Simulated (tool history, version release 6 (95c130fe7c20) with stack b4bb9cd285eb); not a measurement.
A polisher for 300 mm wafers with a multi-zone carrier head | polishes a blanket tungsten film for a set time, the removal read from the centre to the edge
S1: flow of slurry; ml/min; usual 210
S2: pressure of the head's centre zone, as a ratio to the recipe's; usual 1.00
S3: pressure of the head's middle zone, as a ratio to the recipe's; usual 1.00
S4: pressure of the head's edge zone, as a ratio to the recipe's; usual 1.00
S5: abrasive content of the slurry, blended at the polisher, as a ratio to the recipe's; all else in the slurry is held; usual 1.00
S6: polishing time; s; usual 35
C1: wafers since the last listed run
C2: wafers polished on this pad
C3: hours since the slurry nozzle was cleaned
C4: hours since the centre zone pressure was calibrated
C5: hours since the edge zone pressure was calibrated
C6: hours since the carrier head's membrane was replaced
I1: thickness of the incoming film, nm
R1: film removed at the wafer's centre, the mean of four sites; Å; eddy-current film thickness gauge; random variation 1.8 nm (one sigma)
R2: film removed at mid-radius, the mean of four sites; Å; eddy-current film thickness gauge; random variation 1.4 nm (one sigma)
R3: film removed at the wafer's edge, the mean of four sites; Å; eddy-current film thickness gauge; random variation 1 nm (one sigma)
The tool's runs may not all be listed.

run	hour	S1	S2	S3	S4	S5	S6	C1	C2	C3	C4	C5	C6	I1	R1	R2	R3
1	0.0	250	1.00	0.91	0.95	1.00	35	0	1397	105.7	473.5	1080.8	172.3	1058.0	1749	1523	1608
2	16.2	210	1.00	1.06	1.00	1.25	35	128	1525	121.9	489.7	1097.0	188.5	1081.0	1832	1843	1732
# hour 28.6: worn pad replaced by a new one
3	29.7	265	1.00	1.00	1.00	1.00	35	75	8	135.4	503.2	1110.5	202.0	1080.7	1757	1669	1661
4	50.4	280	1.12	1.00	1.00	1.00	38	164	172	156.1	523.9	1131.2	222.7	1071.4	2186	1827	1778
# hour 67.3: edge zone pressure recalibrated
5	85.7	210	1.00	1.00	1.00	1.00	35	263	436	191.4	559.2	18.4	258.0	1064.8	1723	1606	1608
# hour 95.2: centre zone pressure recalibrated
6	106.5	210	0.95	1.03	1.06	0.85	35	149	585	212.2	11.3	39.2	278.8	1078.4	1414	1544	1546
7	119.3	210	1.00	1.00	1.09	1.00	35	101	687	225.0	24.1	52.0	291.6	1087.1	1593	1599	1683
8	142.7	260	1.00	0.91	1.00	1.00	46	185	872	248.4	47.5	75.4	315.0	1086.9	2122	1997	2173
9	160.4	210	0.91	0.94	1.00	1.20	35	140	1012	266.1	65.2	93.1	332.7	1068.8	1535	1635	1728
10	185.1	210	1.00	1.08	1.00	1.00	35	195	1208	290.8	89.9	117.8	357.4	1083.4	1601	1727	1603
# hour 198.1: worn pad replaced by a new one
11	211.9	210	1.00	1.08	1.00	1.00	35	180	109	317.6	116.7	144.6	384.2	1065.2	1641	1707	1610
# hour 217.3: slurry nozzle cleaned
12	228.5	210	1.00	1.00	1.00	0.80	43	123	233	11.2	133.3	161.2	400.8	1085.6	1823	1826	1821
13	264.0	210	1.06	1.09	1.00	1.00	35	281	514	46.7	168.8	196.7	436.3	1075.1	1765	1712	1604
14	296.0	285	1.00	1.00	0.94	1.00	35	253	768	78.7	200.8	228.7	468.3	1099.0	1703	1667	1612
15	330.3	210	1.00	0.89	0.94	1.00	35	271	1040	113.0	235.1	263.0	502.6	1079.7	1664	1458	1566
16	347.9	210	1.09	1.00	1.00	1.00	35	139	1179	130.6	252.7	280.6	520.2	1094.3	1797	1603	1594
# hour 364.6: worn pad replaced by a new one
17	365.1	210	1.00	1.05	1.11	1.00	35	104	3	147.8	269.9	297.8	537.4	1087.0	1674	1657	1692
18	389.0	210	1.00	1.00	1.00	1.00	35	189	193	171.7	293.8	321.7	561.3	1073.1	1656	1610	1623
19	407.0	210	0.91	0.94	1.00	1.20	35	142	336	189.7	311.8	339.7	579.3	1071.8	1609	1633	1716
20	422.7	210	1.11	1.00	1.00	1.00	35	124	460	205.4	327.5	355.4	595.0	1066.2	1869	1595	1611

Forecast each of these 5 alternatives for the next run:
A	423.1	210	1.00	1.00	1.00	1.00	35	3	463	205.8	327.9	355.8	595.4	1083.0	?	?	?
B	423.1	210	1.00	1.05	0.94	1.25	25	3	463	205.8	327.9	355.8	595.4	1083.0	?	?	?
C	423.1	150	0.97	1.00	1.10	1.00	35	3	463	205.8	327.9	355.8	595.4	1083.0	?	?	?
D	423.1	210	1.11	1.00	1.00	1.00	26	3	463	205.8	327.9	355.8	595.4	1083.0	?	?	?
E	423.1	210	1.00	1.00	1.00	0.85	25	3	463	205.8	327.9	355.8	595.4	1083.0	?	?	?

run	R1	R2	R3
A	1667	1605	1587
B	1291	1295	1192
C	1507	1507	1589
D	1375	1191	1179
E	1117	1075	1064
Without the tool's hidden state the same runs would have given:
run	R1	R2	R3
A	1568	1605	1587
B	1214	1295	1192
C	1417	1507	1589
D	1294	1192	1179
E	1051	1076	1064
